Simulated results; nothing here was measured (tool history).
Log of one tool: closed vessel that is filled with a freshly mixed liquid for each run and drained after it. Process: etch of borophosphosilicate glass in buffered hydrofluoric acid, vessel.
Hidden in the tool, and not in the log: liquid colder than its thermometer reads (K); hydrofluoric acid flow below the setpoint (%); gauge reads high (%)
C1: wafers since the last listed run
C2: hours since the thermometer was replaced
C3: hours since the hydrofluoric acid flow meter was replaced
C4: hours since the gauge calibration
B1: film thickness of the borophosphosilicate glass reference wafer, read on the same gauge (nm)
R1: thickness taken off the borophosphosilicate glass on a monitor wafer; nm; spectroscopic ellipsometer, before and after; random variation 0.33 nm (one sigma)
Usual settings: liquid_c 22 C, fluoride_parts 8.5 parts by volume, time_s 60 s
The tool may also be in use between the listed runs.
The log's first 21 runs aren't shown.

Run 22, hour 970.4: usual settings; C1 3651; C2 2863.6; C3 90.5; C4 265; B1 139.99. Result: R1 67.2 nm.
At hour 991.8: thermometer replaced.
Run 23, hour 1018.6: usual settings; C1 3989; C2 26.8; C3 138.7; C4 313.2; B1 139.99. Result: R1 71.32 nm.
Run 24, hour 1044.1: usual settings but time_s 90 s; C1 2155; C2 52.3; C3 164.2; C4 338.7; B1 139.97. Result: R1 107.8 nm.
Run 25, hour 1091.8: usual settings; C1 4031; C2 100; C3 211.9; C4 386.4; B1 140. Result: R1 71.51 nm.
Run 26, hour 1151.8: usual settings but liquid_c 19 C, time_s 80 s; C1 5071; C2 160; C3 271.9; C4 446.4; B1 140. Result: R1 80.72 nm.
Run 27, hour 1178.1: usual settings but liquid_c 18 C; C1 2223; C2 186.3; C3 298.2; C4 472.7; B1 140.01. Result: R1 56.96 nm.
Run 28, hour 1213.8: usual settings but fluoride_parts 11.5 parts by volume; C1 3017; C2 222; C3 333.9; C4 508.4; B1 140. Result: R1 54.27 nm.
Run 29, hour 1285.1: usual settings but liquid_c 24 C, fluoride_parts 9.5 parts by volume, time_s 75 s; C1 6026; C2 293.3; C3 405.2; C4 579.7; B1 139.99. Result: R1 90.25 nm.
Run 30, hour 1336.7: usual settings; C1 4361; C2 344.9; C3 456.8; C4 631.3; B1 139.98. Result: R1 71.7 nm.

Forecast each of these 5 alternatives for the next run:
Run A, hour 1337.4: usual settings; C1 59; C2 345.6; C3 457.5; C4 632; B1 ?. Result: R1 ?.
Run B, hour 1337.4: usual settings but fluoride_parts 10.5 parts by volume; C1 59; C2 345.6; C3 457.5; C4 632; B1 ?. Result: R1 ?.
Run C, hour 1337.4: usual settings but fluoride_parts 7 parts by volume, time_s 85 s; C1 59; C2 345.6; C3 457.5; C4 632; B1 ?. Result: R1 ?.
Run D, hour 1337.4: usual settings but liquid_c 27 C, fluoride_parts 9.5 parts by volume, time_s 85 s; C1 59; C2 345.6; C3 457.5; C4 632; B1 ?. Result: R1 ?.
Run E, hour 1337.4: usual settings but time_s 30 s; C1 59; C2 345.6; C3 457.5; C4 632; B1 ?. Result: R1 ?.

run   B1      R1
  A  140   71.49
  B  140   59.84
  C  140  125.27
  D  140  120.24
  E  140   35.74
Without the tool's hidden state the same runs would have given:
run      R1
  A   72.23
  B   60.46
  C  126.57
  D  121.45
  E   36.12
